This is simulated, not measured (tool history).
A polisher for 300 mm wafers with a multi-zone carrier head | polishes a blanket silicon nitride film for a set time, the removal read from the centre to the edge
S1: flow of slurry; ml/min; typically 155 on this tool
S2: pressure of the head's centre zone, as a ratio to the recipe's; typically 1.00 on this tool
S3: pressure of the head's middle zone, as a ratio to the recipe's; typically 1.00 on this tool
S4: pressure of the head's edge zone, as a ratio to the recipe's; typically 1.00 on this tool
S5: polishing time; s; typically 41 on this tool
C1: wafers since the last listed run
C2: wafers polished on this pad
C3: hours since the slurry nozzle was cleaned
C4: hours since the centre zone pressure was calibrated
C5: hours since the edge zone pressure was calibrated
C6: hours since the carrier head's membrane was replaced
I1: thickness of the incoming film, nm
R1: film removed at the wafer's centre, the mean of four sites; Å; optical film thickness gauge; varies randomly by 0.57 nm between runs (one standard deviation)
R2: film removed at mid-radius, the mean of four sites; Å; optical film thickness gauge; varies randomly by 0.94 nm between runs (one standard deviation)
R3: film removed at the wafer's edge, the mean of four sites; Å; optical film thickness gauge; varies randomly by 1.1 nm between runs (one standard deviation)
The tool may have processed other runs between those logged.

run 1 hour=0.0 | S1=155 S2=1.00 S3=1.00 S4=1.00 S5=41 | C1=0 C2=5598 C3=229.0 C4=275.5 C5=406.4 C6=310.0 | I1=894.2 | R1=787 R2=764 R3=773
-- hour=36.9 worn pad replaced by a new one
-- hour=37.7 edge zone pressure recalibrated
run 2 hour=92.2 | S1=155 S2=1.00 S3=1.00 S4=1.00 S5=41 | C1=1295 C2=807 C3=321.2 C4=367.7 C5=54.5 C6=402.2 | I1=911.2 | R1=789 R2=761 R3=776
run 3 hour=167.7 | S1=155 S2=1.00 S3=1.06 S4=1.00 S5=41 | C1=1119 C2=1926 C3=396.7 C4=443.2 C5=130.0 C6=477.7 | I1=916.6 | R1=793 R2=797 R3=768
run 4 hour=415.4 | S1=155 S2=1.00 S3=1.06 S4=1.00 S5=41 | C1=3671 C2=5598 C3=644.4 C4=690.9 C5=377.7 C6=725.4 | I1=925.8 | R1=786 R2=780 R3=789
-- hour=418.0 edge zone pressure recalibrated
run 5 hour=473.6 | S1=155 S2=1.00 S3=1.06 S4=1.00 S5=41 | C1=833 C2=6431 C3=702.6 C4=749.1 C5=55.6 C6=783.6 | I1=907.6 | R1=785 R2=783 R3=769
-- hour=509.9 worn pad replaced by a new one
run 6 hour=555.3 | S1=155 S2=1.00 S3=1.00 S4=1.00 S5=41 | C1=1151 C2=673 C3=784.3 C4=830.8 C5=137.3 C6=865.3 | I1=903.0 | R1=792 R2=751 R3=760
run 7 hour=650.7 | S1=155 S2=1.00 S3=1.00 S4=1.00 S5=41 | C1=1414 C2=2087 C3=879.7 C4=926.2 C5=232.7 C6=960.7 | I1=893.8 | R1=796 R2=749 R3=760
-- hour=655.7 slurry nozzle cleaned
run 8 hour=745.7 | S1=155 S2=1.00 S3=1.00 S4=1.00 S5=41 | C1=1393 C2=3481 C3=90.0 C4=1021.2 C5=327.7 C6=1055.7 | I1=890.3 | R1=825 R2=765 R3=769
run 9 hour=830.1 | S1=155 S2=1.00 S3=1.00 S4=1.00 S5=41 | C1=1251 C2=4732 C3=174.4 C4=1105.6 C5=412.1 C6=1140.1 | I1=905.5 | R1=826 R2=782 R3=762
-- hour=847.3 edge zone pressure recalibrated
-- hour=886.6 worn pad replaced by a new one
run 10 hour=902.8 | S1=115 S2=1.00 S3=1.00 S4=1.00 S5=41 | C1=988 C2=240 C3=247.1 C4=1178.3 C5=55.5 C6=1212.8 | I1=917.6 | R1=784 R2=729 R3=754
run 11 hour=986.9 | S1=155 S2=0.90 S3=1.00 S4=1.00 S5=28 | C1=1246 C2=1487 C3=331.2 C4=1262.4 C5=139.6 C6=1296.9 | I1=908.9 | R1=529 R2=530 R3=533
-- hour=1074.5 carrier head's membrane replaced by a new one
run 12 hour=1075.5 | S1=155 S2=1.00 S3=1.00 S4=1.00 S5=41 | C1=1239 C2=2726 C3=419.8 C4=1351.0 C5=228.2 C6=1.0 | I1=898.9 | R1=828 R2=769 R3=778
-- hour=1078.2 centre zone pressure recalibrated
run 13 hour=1148.8 | S1=155 S2=1.00 S3=1.00 S4=1.00 S5=41 | C1=1056 C2=3783 C3=493.1 C4=70.6 C5=301.5 C6=74.3 | I1=917.4 | R1=757 R2=742 R3=755
run 14 hour=1233.6 | S1=115 S2=1.00 S3=1.00 S4=1.00 S5=30 | C1=1257 C2=5040 C3=577.9 C4=155.4 C5=386.3 C6=159.1 | I1=911.6 | R1=518 R2=524 R3=543
-- hour=1266.3 worn pad replaced by a new one
-- hour=1284.9 edge zone pressure recalibrated
run 15 hour=1299.7 | S1=155 S2=1.00 S3=1.00 S4=1.00 S5=41 | C1=890 C2=464 C3=644.0 C4=221.5 C5=14.8 C6=225.2 | I1=911.0 | R1=769 R2=763 R3=757
run 16 hour=1385.8 | S1=155 S2=1.00 S3=1.00 S4=0.95 S5=41 | C1=1276 C2=1741 C3=730.1 C4=307.6 C5=100.9 C6=311.3 | I1=913.7 | R1=762 R2=762 R3=749
-- hour=1404.1 slurry nozzle cleaned
run 17 hour=1476.9 | S1=105 S2=1.00 S3=0.95 S4=1.07 S5=53 | C1=1335 C2=3076 C3=72.8 C4=398.7 C5=192.0 C6=402.4 | I1=902.0 | R1=936 R2=889 R3=987
run 18 hour=1583.9 | S1=170 S2=1.00 S3=1.00 S4=1.05 S5=27 | C1=1586 C2=4662 C3=179.8 C4=505.7 C5=299.0 C6=509.4 | I1=909.0 | R1=523 R2=517 R3=528
run 19 hour=1662.5 | S1=155 S2=1.04 S3=1.00 S4=1.00 S5=41 | C1=1165 C2=5827 C3=258.4 C4=584.3 C5=377.6 C6=588.0 | I1=912.8 | R1=824 R2=767 R3=772
-- hour=1724.4 worn pad replaced by a new one
run 20 hour=1742.6 | S1=155 S2=1.00 S3=0.94 S4=1.00 S5=29 | C1=1128 C2=270 C3=338.5 C4=664.4 C5=457.7 C6=668.1 | I1=911.0 | R1=562 R2=508 R3=544
-- hour=1768.6 edge zone pressure recalibrated
run 21 hour=1803.0 | S1=155 S2=0.89 S3=0.92 S4=0.97 S5=41 | C1=865 C2=1135 C3=398.9 C4=724.8 C5=34.4 C6=728.5 | I1=914.4 | R1=724 R2=698 R3=772
run 22 hour=1882.0 | S1=155 S2=1.00 S3=1.00 S4=1.00 S5=41 | C1=1171 C2=2306 C3=477.9 C4=803.8 C5=113.4 C6=807.5 | I1=916.5 | R1=788 R2=774 R3=765

Predict each of these 4 candidate next runs independently; none follows another, all start after run 22:
run A hour=1882.4 | S1=155 S2=1.00 S3=1.00 S4=1.00 S5=41 | C1=5 C2=2312 C3=478.3 C4=804.2 C5=113.8 C6=807.9 | I1=906.4 | R1=? R2=? R3=?
run B hour=1882.4 | S1=155 S2=0.90 S3=1.00 S4=1.00 S5=52 | C1=5 C2=2312 C3=478.3 C4=804.2 C5=113.8 C6=807.9 | I1=906.4 | R1=? R2=? R3=?
run C hour=1882.4 | S1=155 S2=1.08 S3=1.00 S4=0.90 S5=41 | C1=5 C2=2312 C3=478.3 C4=804.2 C5=113.8 C6=807.9 | I1=906.4 | R1=? R2=? R3=?
run D hour=1882.4 | S1=190 S2=1.08 S3=1.00 S4=1.00 S5=35 | C1=5 C2=2312 C3=478.3 C4=804.2 C5=113.8 C6=807.9 | I1=906.4 | R1=? R2=? R3=?

run=A R1=789 R2=749 R3=767
run=B R1=921 R2=950 R3=973
run=C R1=838 R2=749 R3=730
run=D R1=743 R2=661 R3=671
Without the tool's hidden state the same runs would have given:
run=A R1=770 R2=765 R3=779
run=B R1=899 R2=970 R3=988
run=C R1=819 R2=765 R3=741
run=D R1=723 R2=673 R3=680

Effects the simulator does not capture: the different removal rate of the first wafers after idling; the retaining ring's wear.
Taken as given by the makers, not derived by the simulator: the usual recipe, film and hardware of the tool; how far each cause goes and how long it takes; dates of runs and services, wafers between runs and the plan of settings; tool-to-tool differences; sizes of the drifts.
